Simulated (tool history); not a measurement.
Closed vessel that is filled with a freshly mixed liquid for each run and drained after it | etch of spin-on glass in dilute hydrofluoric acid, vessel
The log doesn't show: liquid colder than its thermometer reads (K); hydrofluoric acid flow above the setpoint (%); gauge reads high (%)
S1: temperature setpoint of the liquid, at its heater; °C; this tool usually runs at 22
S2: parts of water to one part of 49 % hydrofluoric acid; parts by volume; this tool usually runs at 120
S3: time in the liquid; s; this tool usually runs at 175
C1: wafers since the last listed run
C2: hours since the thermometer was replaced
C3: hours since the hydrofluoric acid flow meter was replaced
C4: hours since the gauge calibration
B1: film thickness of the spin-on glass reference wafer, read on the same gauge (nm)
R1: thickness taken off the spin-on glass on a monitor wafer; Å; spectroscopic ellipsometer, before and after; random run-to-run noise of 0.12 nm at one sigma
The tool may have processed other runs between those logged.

{"run": 1, "hour": 0.0, "S1": 22, "S2": 120, "S3": 175, "C1": 0, "C2": 1970.7, "C3": 1342.2, "C4": 154.1, "B1": 139.99, "R1": 279.4}
{"run": 2, "hour": 10.1, "S1": 22, "S2": 120, "S3": 175, "C1": 641, "C2": 1980.8, "C3": 1352.3, "C4": 164.2, "B1": 140, "R1": 280.5}
{"run": 3, "hour": 18.9, "S1": 22, "S2": 120, "S3": 175, "C1": 558, "C2": 1989.6, "C3": 1361.1, "C4": 173, "B1": 140, "R1": 282.1}
{"run": 4, "hour": 30.5, "S1": 22, "S2": 120, "S3": 175, "C1": 736, "C2": 2001.2, "C3": 1372.7, "C4": 184.6, "B1": 140, "R1": 283.9}
{"run": 5, "hour": 43.1, "S1": 22, "S2": 120, "S3": 175, "C1": 800, "C2": 2013.8, "C3": 1385.3, "C4": 197.2, "B1": 139.99, "R1": 282.3}
{"run": 6, "hour": 49.5, "S1": 22, "S2": 120, "S3": 175, "C1": 406, "C2": 2020.2, "C3": 1391.7, "C4": 203.6, "B1": 139.98, "R1": 282.2}
{"run": 7, "hour": 66.8, "S1": 22, "S2": 120, "S3": 175, "C1": 1098, "C2": 2037.5, "C3": 1409, "C4": 220.9, "B1": 140.01, "R1": 283.2}
{"run": 8, "hour": 83.0, "S1": 22, "S2": 120, "S3": 175, "C1": 1028, "C2": 2053.7, "C3": 1425.2, "C4": 237.1, "B1": 140, "R1": 281.6}
{"run": 9, "hour": 91.3, "S1": 22, "S2": 120, "S3": 175, "C1": 527, "C2": 2062, "C3": 1433.5, "C4": 245.4, "B1": 139.99, "R1": 281.6}
{"run": 10, "hour": 102.6, "S1": 19, "S2": 120, "S3": 175, "C1": 717, "C2": 2073.3, "C3": 1444.8, "C4": 256.7, "B1": 140, "R1": 249}
{"run": 11, "hour": 108.7, "S1": 22, "S2": 120, "S3": 175, "C1": 387, "C2": 2079.4, "C3": 1450.9, "C4": 262.8, "B1": 139.99, "R1": 282}
{"run": 12, "hour": 122.4, "S1": 22, "S2": 120, "S3": 175, "C1": 870, "C2": 2093.1, "C3": 1464.6, "C4": 276.5, "B1": 140, "R1": 281.8}
{"run": 13, "hour": 136.4, "S1": 22, "S2": 120, "S3": 175, "C1": 889, "C2": 2107.1, "C3": 1478.6, "C4": 290.5, "B1": 139.99, "R1": 282.5}
{"hour": 143.9, "done": "gauge calibrated"}
{"run": 14, "hour": 146.3, "S1": 22, "S2": 165, "S3": 255, "C1": 628, "C2": 2117, "C3": 1488.5, "C4": 2.4, "B1": 139.99, "R1": 285.7}
{"hour": 149.5, "done": "hydrofluoric acid flow meter replaced"}
{"run": 15, "hour": 159.9, "S1": 22, "S2": 165, "S3": 255, "C1": 800, "C2": 2130.6, "C3": 10.4, "C4": 16, "B1": 140.03, "R1": 253}
{"run": 16, "hour": 166.8, "S1": 20.5, "S2": 120, "S3": 175, "C1": 438, "C2": 2137.5, "C3": 17.3, "C4": 22.9, "B1": 140, "R1": 237.2}
{"run": 17, "hour": 184.6, "S1": 19, "S2": 180, "S3": 115, "C1": 1130, "C2": 2155.3, "C3": 35.1, "C4": 40.7, "B1": 139.98, "R1": 91.9}
{"run": 18, "hour": 193.4, "S1": 18, "S2": 60, "S3": 275, "C1": 558, "C2": 2164.1, "C3": 43.9, "C4": 49.5, "B1": 140.01, "R1": 708.7}
{"run": 19, "hour": 208.4, "S1": 22, "S2": 120, "S3": 175, "C1": 952, "C2": 2179.1, "C3": 58.9, "C4": 64.5, "B1": 139.99, "R1": 251.8}
{"hour": 218.9, "done": "thermometer replaced"}
{"run": 20, "hour": 219.5, "S1": 23.5, "S2": 170, "S3": 255, "C1": 641, "C2": 0.6, "C3": 70, "C4": 75.6, "B1": 140, "R1": 287.5}
{"run": 21, "hour": 228.7, "S1": 23.5, "S2": 155, "S3": 175, "C1": 584, "C2": 9.8, "C3": 79.2, "C4": 84.8, "B1": 140.02, "R1": 219.8}
{"run": 22, "hour": 241.9, "S1": 22, "S2": 120, "S3": 175, "C1": 838, "C2": 23, "C3": 92.4, "C4": 98, "B1": 140.02, "R1": 277.3}
{"run": 23, "hour": 253.9, "S1": 22, "S2": 120, "S3": 175, "C1": 762, "C2": 35, "C3": 104.4, "C4": 110, "B1": 140, "R1": 277.7}
{"run": 24, "hour": 260.7, "S1": 22, "S2": 120, "S3": 110, "C1": 431, "C2": 41.8, "C3": 111.2, "C4": 116.8, "B1": 140.03, "R1": 175.7}
{"run": 25, "hour": 269.5, "S1": 22, "S2": 120, "S3": 175, "C1": 558, "C2": 50.6, "C3": 120, "C4": 125.6, "B1": 140.01, "R1": 278.7}
{"run": 26, "hour": 282.7, "S1": 22, "S2": 120, "S3": 175, "C1": 838, "C2": 63.8, "C3": 133.2, "C4": 138.8, "B1": 140.01, "R1": 276.5}
{"run": 27, "hour": 297.1, "S1": 22, "S2": 120, "S3": 175, "C1": 914, "C2": 78.2, "C3": 147.6, "C4": 153.2, "B1": 140, "R1": 277.5}
{"run": 28, "hour": 303.3, "S1": 26, "S2": 120, "S3": 205, "C1": 393, "C2": 84.4, "C3": 153.8, "C4": 159.4, "B1": 140, "R1": 381.2}
{"run": 29, "hour": 314.8, "S1": 22, "S2": 120, "S3": 175, "C1": 730, "C2": 95.9, "C3": 165.3, "C4": 170.9, "B1": 140, "R1": 277.3}
{"run": 30, "hour": 322.4, "S1": 20, "S2": 170, "S3": 175, "C1": 482, "C2": 103.5, "C3": 172.9, "C4": 178.5, "B1": 140.01, "R1": 173.1}
{"run": 31, "hour": 338.9, "S1": 18.5, "S2": 120, "S3": 175, "C1": 1047, "C2": 120, "C3": 189.4, "C4": 195, "B1": 139.98, "R1": 240.6}
{"run": 32, "hour": 350.8, "S1": 22, "S2": 70, "S3": 260, "C1": 755, "C2": 131.9, "C3": 201.3, "C4": 206.9, "B1": 139.98, "R1": 756}
{"run": 33, "hour": 359.5, "S1": 20.5, "S2": 120, "S3": 230, "C1": 552, "C2": 140.6, "C3": 210, "C4": 215.6, "B1": 140, "R1": 346}
{"hour": 370.3, "done": "gauge calibrated"}
{"run": 34, "hour": 373.2, "S1": 18, "S2": 105, "S3": 265, "C1": 870, "C2": 154.3, "C3": 223.7, "C4": 2.9, "B1": 140, "R1": 417}
{"run": 35, "hour": 380.4, "S1": 22, "S2": 85, "S3": 125, "C1": 457, "C2": 161.5, "C3": 230.9, "C4": 10.1, "B1": 139.99, "R1": 292}

Across each entry between runs, compare the hidden state at the last listed run before it with the hidden state at the first listed run after it:
After run 13, before run 14: gauge calibrated (hour 143.9)
  liquid colder than its thermometer reads (K): 2.61 -> 2.62; hydrofluoric acid flow above the setpoint (%): 12.3 -> 12.4
  difference, measured minus the result without the unlogged condition, R1: +6.9 -> +9.1 Å
After run 14, before run 15: hydrofluoric acid flow meter replaced (hour 149.5)
  liquid colder than its thermometer reads (K): 2.62 -> 2.64; hydrofluoric acid flow above the setpoint (%): 12.4 -> 0.896
  difference, measured minus the result without the unlogged condition, R1: +9.1 -> -24.6 Å
After run 19, before run 20: thermometer replaced (hour 218.9)
  liquid colder than its thermometer reads (K): 2.7 -> 0.207; hydrofluoric acid flow above the setpoint (%): 1.28 -> 1.37
  difference, measured minus the result without the unlogged condition, R1: -25 -> +2.3 Å
After run 33, before run 34: gauge calibrated (hour 370.3)
  liquid colder than its thermometer reads (K): 0.371 -> 0.387; hydrofluoric acid flow above the setpoint (%): 2.5 -> 2.61
  difference, measured minus the result without the unlogged condition, R1: +4.4 -> +5 Å
